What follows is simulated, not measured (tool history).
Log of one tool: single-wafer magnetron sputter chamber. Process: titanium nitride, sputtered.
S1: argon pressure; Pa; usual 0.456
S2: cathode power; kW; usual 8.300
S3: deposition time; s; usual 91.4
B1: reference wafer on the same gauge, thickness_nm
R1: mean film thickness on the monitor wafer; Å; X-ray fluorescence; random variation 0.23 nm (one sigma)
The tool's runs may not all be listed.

Run 1, day 0.000: usual settings; B1 154.965. Result: R1 1293.03 Å.
Run 2, day 1.433: usual settings; B1 154.980. Result: R1 1287.68 Å.
Run 3, day 1.942: usual settings; B1 155.035. Result: R1 1284.40 Å.
Run 4, day 3.367: usual settings but S1 0.381 Pa; B1 155.081. Result: R1 1317.10 Å.
Run 5, day 4.250: usual settings but S1 0.381 Pa; B1 154.985. Result: R1 1315.49 Å.
Run 6, day 5.329: usual settings; B1 154.990. Result: R1 1281.47 Å.
Run 7, day 6.775: usual settings; B1 155.032. Result: R1 1273.70 Å.
Run 8, day 7.875: usual settings; B1 155.050. Result: R1 1276.70 Å.
Run 9, day 8.817: usual settings but S3 84.8 s; B1 155.034. Result: R1 1179.67 Å.
Run 10, day 10.150: usual settings; B1 154.977. Result: R1 1268.95 Å.
At day 10.562: gauge calibrated.
At day 11.800: sputter target and shields replaced.
Run 11, day 11.821: usual settings; B1 155.004. Result: R1 1298.85 Å.
Run 12, day 12.300: usual settings; B1 154.998. Result: R1 1299.00 Å.
Run 13, day 13.625: usual settings but S2 9.700 kW, S3 81.1 s; B1 154.959. Result: R1 1269.83 Å.

The next listed run, before its measurement:
Run 14, day 14.604: usual settings but S2 7.400 kW; B1 ?. Result: R1 ?.

Run 14 gave B1 154.955, R1 1212.65 Å.
Without the tool's hidden state the same run would have given R1 1240.09 Å.

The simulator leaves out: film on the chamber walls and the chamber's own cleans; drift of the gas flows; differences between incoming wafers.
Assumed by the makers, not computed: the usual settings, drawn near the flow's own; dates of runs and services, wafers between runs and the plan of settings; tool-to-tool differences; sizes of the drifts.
